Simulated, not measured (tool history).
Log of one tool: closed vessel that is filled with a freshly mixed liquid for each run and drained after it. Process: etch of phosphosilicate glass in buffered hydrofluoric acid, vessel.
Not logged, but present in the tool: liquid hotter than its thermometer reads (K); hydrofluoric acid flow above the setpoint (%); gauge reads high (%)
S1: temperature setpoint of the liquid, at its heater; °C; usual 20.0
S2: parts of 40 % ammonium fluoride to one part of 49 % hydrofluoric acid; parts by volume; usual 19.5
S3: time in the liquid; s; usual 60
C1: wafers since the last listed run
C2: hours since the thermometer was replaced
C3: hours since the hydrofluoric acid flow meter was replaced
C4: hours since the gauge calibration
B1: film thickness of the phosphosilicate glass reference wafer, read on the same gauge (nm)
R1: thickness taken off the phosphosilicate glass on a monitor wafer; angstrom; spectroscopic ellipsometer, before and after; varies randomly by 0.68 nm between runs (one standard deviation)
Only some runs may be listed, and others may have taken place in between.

run,hour,S1,S2,S3,C1,C2,C3,C4,B1,R1
1,0.0,20.0,15.5,60,0,1763.5,2066.1,467.9,90.01,2174.8
2,18.4,20.0,15.5,60,2571,1781.9,2084.5,486.3,89.98,2184.6
3,33.1,20.0,19.5,60,2054,1796.6,2099.2,501.0,90.03,1743.0
4,56.0,20.0,19.5,60,3200,1819.5,2122.1,523.9,90.00,1746.3
5,79.2,20.0,19.5,60,3242,1842.7,2145.3,547.1,89.97,1735.5
6,95.6,20.0,19.5,60,2291,1859.1,2161.7,563.5,89.98,1739.8
7,128.6,20.0,19.5,60,4611,1892.1,2194.7,596.5,89.97,1737.9
8,154.3,20.0,19.5,60,3591,1917.8,2220.4,622.2,89.97,1740.4
9,249.7,20.0,19.5,60,13332,2013.2,2315.8,717.6,90.03,1731.9
10,272.8,20.0,19.5,60,3228,2036.3,2338.9,740.7,89.97,1749.4
11,303.8,20.0,19.5,45,4332,2067.3,2369.9,771.7,90.00,1306.1
# hour 336.3: thermometer replaced
12,364.1,20.0,19.5,45,8287,27.8,2430.2,832.0,89.98,1358.6
13,380.8,20.0,19.5,45,2333,44.5,2446.9,848.7,90.04,1344.5
# hour 422.9: hydrofluoric acid flow meter replaced
14,423.4,20.0,19.5,60,5813,87.1,0.5,891.3,90.04,1807.7
15,452.5,25.0,14.0,60,4066,116.2,29.6,920.4,90.00,3299.9
# hour 464.4: thermometer replaced, repeated, since the last time left the tool worse
16,476.6,20.0,19.5,60,3228,12.2,53.7,944.5,90.00,1653.5
17,488.9,17.0,16.0,30,1718,24.5,66.0,956.8,89.99,853.3
18,524.3,20.0,19.5,60,4947,59.9,101.4,992.2,90.01,1670.3
19,549.4,20.0,19.5,60,3507,85.0,126.5,1017.3,90.01,1685.7
# hour 552.5: gauge calibrated
20,583.3,20.0,19.5,60,4737,118.9,160.4,30.8,90.00,1670.8
21,610.6,18.0,15.0,50,3815,146.2,187.7,58.1,90.02,1609.5
22,625.1,20.0,19.5,60,2026,160.7,202.2,72.6,90.02,1669.3
23,639.0,20.0,19.5,60,1942,174.6,216.1,86.5,89.99,1679.3
24,652.2,21.5,13.5,60,1844,187.8,229.3,99.7,90.00,2636.0
25,666.0,18.0,27.0,85,1928,201.6,243.1,113.5,89.98,1675.9
26,681.6,17.0,19.5,70,2180,217.2,258.7,129.1,89.99,1643.2
27,706.3,20.0,27.0,60,3451,241.9,283.4,153.8,90.03,1324.3
28,734.2,20.0,19.5,60,3899,269.8,311.3,181.7,90.03,1677.5
29,751.1,20.0,15.0,90,2361,286.7,328.2,198.6,90.02,3259.4
30,779.2,20.0,19.5,85,3927,314.8,356.3,226.7,89.98,2396.4
31,868.5,20.0,19.5,70,12480,404.1,445.6,316.0,90.00,1964.4
32,903.4,17.0,26.5,60,4877,439.0,480.5,350.9,90.01,1146.4

Below are 4 alternative next runs, each starting from the tool's condition after run 32. Predict each:
A,904.1,20.0,19.5,90,97,439.7,481.2,351.6,?,?
B,904.1,22.0,22.0,80,97,439.7,481.2,351.6,?,?
C,904.1,18.0,19.5,70,97,439.7,481.2,351.6,?,?
D,904.1,24.0,22.5,60,97,439.7,481.2,351.6,?,?

run,B1,R1
A,90.03,2532.0
B,90.03,2297.7
C,90.03,1759.4
D,90.03,1894.1
Without the tool's hidden state the same runs would have given:
run,R1
A,2475.9
B,2247.3
C,1719.9
D,1853.1

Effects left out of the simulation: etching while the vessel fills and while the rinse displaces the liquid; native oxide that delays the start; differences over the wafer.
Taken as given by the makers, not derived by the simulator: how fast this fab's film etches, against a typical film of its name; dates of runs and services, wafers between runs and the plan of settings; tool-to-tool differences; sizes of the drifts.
